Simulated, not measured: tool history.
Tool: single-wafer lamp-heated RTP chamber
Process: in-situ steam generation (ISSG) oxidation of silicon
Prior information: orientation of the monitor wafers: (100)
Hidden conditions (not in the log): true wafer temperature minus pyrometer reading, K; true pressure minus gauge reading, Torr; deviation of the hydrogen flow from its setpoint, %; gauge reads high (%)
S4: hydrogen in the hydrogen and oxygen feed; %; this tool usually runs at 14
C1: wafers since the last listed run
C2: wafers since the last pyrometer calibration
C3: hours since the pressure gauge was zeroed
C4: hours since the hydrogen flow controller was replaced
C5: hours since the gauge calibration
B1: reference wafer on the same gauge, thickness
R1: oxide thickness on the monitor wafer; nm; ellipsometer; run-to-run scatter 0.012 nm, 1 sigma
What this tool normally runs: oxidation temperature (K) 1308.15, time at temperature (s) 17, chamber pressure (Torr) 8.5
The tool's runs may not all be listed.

{"run": 1, "hour": 0.0, "oxidation temperature (K)": 1308.15, "time at temperature (s)": 20, "chamber pressure (Torr)": 8.5, "S4": 11, "C1": 0, "C2": 4568, "C3": 2427.6, "C4": 4292.7, "C5": 622.7, "B1": 5.84, "R1": 5.77}
{"run": 2, "hour": 16.6, "oxidation temperature (K)": 1308.15, "time at temperature (s)": 17, "chamber pressure (Torr)": 8.5, "S4": 12, "C1": 196, "C2": 4764, "C3": 2444.2, "C4": 4309.3, "C5": 639.3, "B1": 5.838, "R1": 5.381}
{"run": 3, "hour": 47.8, "oxidation temperature (K)": 1308.15, "time at temperature (s)": 17, "chamber pressure (Torr)": 8.5, "S4": 14, "C1": 369, "C2": 5134, "C3": 2475.4, "C4": 4340.5, "C5": 670.5, "B1": 5.84, "R1": 5.576}
{"run": 4, "hour": 81.4, "oxidation temperature (K)": 1308.15, "time at temperature (s)": 17, "chamber pressure (Torr)": 8.5, "S4": 14, "C1": 398, "C2": 5532, "C3": 2509.0, "C4": 4374.1, "C5": 704.1, "B1": 5.843, "R1": 5.572}
{"hour": 103.0, "done": "pyrometer window cleaned and pyrometer calibrated"}
{"run": 5, "hour": 172.3, "oxidation temperature (K)": 1308.15, "time at temperature (s)": 17, "chamber pressure (Torr)": 8.5, "S4": 14, "C1": 982, "C2": 821, "C3": 2599.9, "C4": 4465.0, "C5": 795.0, "B1": 5.843, "R1": 5.551}
{"run": 6, "hour": 205.1, "oxidation temperature (K)": 1308.15, "time at temperature (s)": 17, "chamber pressure (Torr)": 8.5, "S4": 14, "C1": 388, "C2": 1209, "C3": 2632.7, "C4": 4497.8, "C5": 827.8, "B1": 5.841, "R1": 5.557}
{"run": 7, "hour": 229.3, "oxidation temperature (K)": 1308.15, "time at temperature (s)": 17, "chamber pressure (Torr)": 8.5, "S4": 14, "C1": 286, "C2": 1496, "C3": 2656.9, "C4": 4522.0, "C5": 852.0, "B1": 5.838, "R1": 5.576}
{"run": 8, "hour": 258.2, "oxidation temperature (K)": 1308.15, "time at temperature (s)": 17, "chamber pressure (Torr)": 8.5, "S4": 11, "C1": 342, "C2": 1839, "C3": 2685.8, "C4": 4550.9, "C5": 880.9, "B1": 5.836, "R1": 5.269}
{"run": 9, "hour": 293.9, "oxidation temperature (K)": 1308.15, "time at temperature (s)": 19, "chamber pressure (Torr)": 8.0, "S4": 23, "C1": 423, "C2": 2262, "C3": 2721.5, "C4": 4586.6, "C5": 916.6, "B1": 5.84, "R1": 6.624}
{"run": 10, "hour": 307.4, "oxidation temperature (K)": 1308.15, "time at temperature (s)": 17, "chamber pressure (Torr)": 7.6, "S4": 18, "C1": 159, "C2": 2422, "C3": 2735.0, "C4": 4600.1, "C5": 930.1, "B1": 5.842, "R1": 5.872}
{"hour": 331.8, "done": "gauge calibrated"}
{"hour": 336.0, "done": "pressure gauge zeroed"}
{"hour": 361.7, "done": "hydrogen flow controller replaced"}
{"run": 11, "hour": 382.8, "oxidation temperature (K)": 1308.15, "time at temperature (s)": 17, "chamber pressure (Torr)": 9.6, "S4": 22, "C1": 703, "C2": 3126, "C3": 46.8, "C4": 21.1, "C5": 51.0, "B1": 5.843, "R1": 6.098}
{"run": 12, "hour": 403.4, "oxidation temperature (K)": 1308.15, "time at temperature (s)": 17, "chamber pressure (Torr)": 8.5, "S4": 14, "C1": 244, "C2": 3370, "C3": 67.4, "C4": 41.7, "C5": 71.6, "B1": 5.839, "R1": 5.568}
{"run": 13, "hour": 421.7, "oxidation temperature (K)": 1290.15, "time at temperature (s)": 15, "chamber pressure (Torr)": 8.5, "S4": 11, "C1": 216, "C2": 3587, "C3": 85.7, "C4": 60.0, "C5": 89.9, "B1": 5.843, "R1": 4.596}
{"run": 14, "hour": 444.8, "oxidation temperature (K)": 1324.15, "time at temperature (s)": 11, "chamber pressure (Torr)": 8.5, "S4": 14, "C1": 273, "C2": 3860, "C3": 108.8, "C4": 83.1, "C5": 113.0, "B1": 5.84, "R1": 4.813}
{"run": 15, "hour": 462.9, "oxidation temperature (K)": 1296.15, "time at temperature (s)": 10, "chamber pressure (Torr)": 9.6, "S4": 17, "C1": 214, "C2": 4075, "C3": 126.9, "C4": 101.2, "C5": 131.1, "B1": 5.84, "R1": 4.225}
{"run": 16, "hour": 489.6, "oxidation temperature (K)": 1308.15, "time at temperature (s)": 11, "chamber pressure (Torr)": 8.5, "S4": 22, "C1": 316, "C2": 4391, "C3": 153.6, "C4": 127.9, "C5": 157.8, "B1": 5.841, "R1": 5.01}
{"run": 17, "hour": 517.0, "oxidation temperature (K)": 1290.15, "time at temperature (s)": 17, "chamber pressure (Torr)": 9.3, "S4": 14, "C1": 324, "C2": 4716, "C3": 181.0, "C4": 155.3, "C5": 185.2, "B1": 5.841, "R1": 5.09}
{"run": 18, "hour": 529.6, "oxidation temperature (K)": 1308.15, "time at temperature (s)": 17, "chamber pressure (Torr)": 8.5, "S4": 14, "C1": 149, "C2": 4865, "C3": 193.6, "C4": 167.9, "C5": 197.8, "B1": 5.838, "R1": 5.567}
{"run": 19, "hour": 545.1, "oxidation temperature (K)": 1308.15, "time at temperature (s)": 13, "chamber pressure (Torr)": 8.9, "S4": 14, "C1": 183, "C2": 5049, "C3": 209.1, "C4": 183.4, "C5": 213.3, "B1": 5.84, "R1": 4.859}
{"run": 20, "hour": 567.0, "oxidation temperature (K)": 1308.15, "time at temperature (s)": 10, "chamber pressure (Torr)": 8.5, "S4": 11, "C1": 259, "C2": 5309, "C3": 231.0, "C4": 205.3, "C5": 235.2, "B1": 5.838, "R1": 4.053}
{"hour": 598.2, "done": "pyrometer window cleaned and pyrometer calibrated"}
{"run": 21, "hour": 598.7, "oxidation temperature (K)": 1317.15, "time at temperature (s)": 19, "chamber pressure (Torr)": 8.5, "S4": 11, "C1": 280, "C2": 5, "C3": 262.7, "C4": 237.0, "C5": 266.9, "B1": 5.838, "R1": 5.807}
{"run": 22, "hour": 608.9, "oxidation temperature (K)": 1317.15, "time at temperature (s)": 19, "chamber pressure (Torr)": 8.5, "S4": 11, "C1": 120, "C2": 126, "C3": 272.9, "C4": 247.2, "C5": 277.1, "B1": 5.841, "R1": 5.787}
{"run": 23, "hour": 631.4, "oxidation temperature (K)": 1308.15, "time at temperature (s)": 17, "chamber pressure (Torr)": 8.5, "S4": 11, "C1": 266, "C2": 393, "C3": 295.4, "C4": 269.7, "C5": 299.6, "B1": 5.843, "R1": 5.239}
{"run": 24, "hour": 711.1, "oxidation temperature (K)": 1308.15, "time at temperature (s)": 17, "chamber pressure (Torr)": 7.7, "S4": 11, "C1": 944, "C2": 1337, "C3": 375.1, "C4": 349.4, "C5": 379.3, "B1": 5.841, "R1": 5.255}
{"run": 25, "hour": 809.5, "oxidation temperature (K)": 1308.15, "time at temperature (s)": 17, "chamber pressure (Torr)": 8.5, "S4": 14, "C1": 1166, "C2": 2503, "C3": 473.5, "C4": 447.8, "C5": 477.7, "B1": 5.839, "R1": 5.595}
{"run": 26, "hour": 834.7, "oxidation temperature (K)": 1308.15, "time at temperature (s)": 22, "chamber pressure (Torr)": 7.3, "S4": 18, "C1": 298, "C2": 2802, "C3": 498.7, "C4": 473.0, "C5": 502.9, "B1": 5.843, "R1": 6.689}
{"run": 27, "hour": 854.4, "oxidation temperature (K)": 1308.15, "time at temperature (s)": 17, "chamber pressure (Torr)": 9.0, "S4": 14, "C1": 233, "C2": 3035, "C3": 518.4, "C4": 492.7, "C5": 522.6, "B1": 5.839, "R1": 5.54}
{"run": 28, "hour": 882.3, "oxidation temperature (K)": 1327.15, "time at temperature (s)": 17, "chamber pressure (Torr)": 7.4, "S4": 14, "C1": 330, "C2": 3366, "C3": 546.3, "C4": 520.6, "C5": 550.5, "B1": 5.842, "R1": 6.144}
{"run": 29, "hour": 913.0, "oxidation temperature (K)": 1308.15, "time at temperature (s)": 17, "chamber pressure (Torr)": 8.5, "S4": 14, "C1": 363, "C2": 3730, "C3": 577.0, "C4": 551.3, "C5": 581.2, "B1": 5.837, "R1": 5.564}
{"run": 30, "hour": 937.5, "oxidation temperature (K)": 1308.15, "time at temperature (s)": 10, "chamber pressure (Torr)": 7.3, "S4": 24, "C1": 290, "C2": 4020, "C3": 601.5, "C4": 575.8, "C5": 605.7, "B1": 5.838, "R1": 4.919}
{"run": 31, "hour": 965.5, "oxidation temperature (K)": 1308.15, "time at temperature (s)": 17, "chamber pressure (Torr)": 8.5, "S4": 18, "C1": 331, "C2": 4352, "C3": 629.5, "C4": 603.8, "C5": 633.7, "B1": 5.84, "R1": 5.877}

Predict each of these 4 candidate next runs independently; none follows another, all start after run 31:
{"run": "A", "hour": 965.9, "oxidation temperature (K)": 1308.15, "time at temperature (s)": 17, "chamber pressure (Torr)": 8.5, "S4": 22, "C1": 4, "C2": 4357, "C3": 629.9, "C4": 604.2, "C5": 634.1, "B1": "?", "R1": "?"}
{"run": "B", "hour": 965.9, "oxidation temperature (K)": 1294.15, "time at temperature (s)": 14, "chamber pressure (Torr)": 8.5, "S4": 14, "C1": 4, "C2": 4357, "C3": 629.9, "C4": 604.2, "C5": 634.1, "B1": "?", "R1": "?"}
{"run": "C", "hour": 965.9, "oxidation temperature (K)": 1323.15, "time at temperature (s)": 17, "chamber pressure (Torr)": 8.5, "S4": 14, "C1": 4, "C2": 4357, "C3": 629.9, "C4": 604.2, "C5": 634.1, "B1": "?", "R1": "?"}
{"run": "D", "hour": 965.9, "oxidation temperature (K)": 1302.15, "time at temperature (s)": 19, "chamber pressure (Torr)": 8.5, "S4": 14, "C1": 4, "C2": 4357, "C3": 629.9, "C4": 604.2, "C5": 634.1, "B1": "?", "R1": "?"}

run=A B1=5.842 R1=6.167
run=B B1=5.842 R1=4.740
run=C B1=5.842 R1=6.005
run=D B1=5.842 R1=5.717
What these runs would have given with no unlogged condition in the tool:
run=A R1=6.101
run=B R1=4.696
run=C R1=5.935
run=D R1=5.656
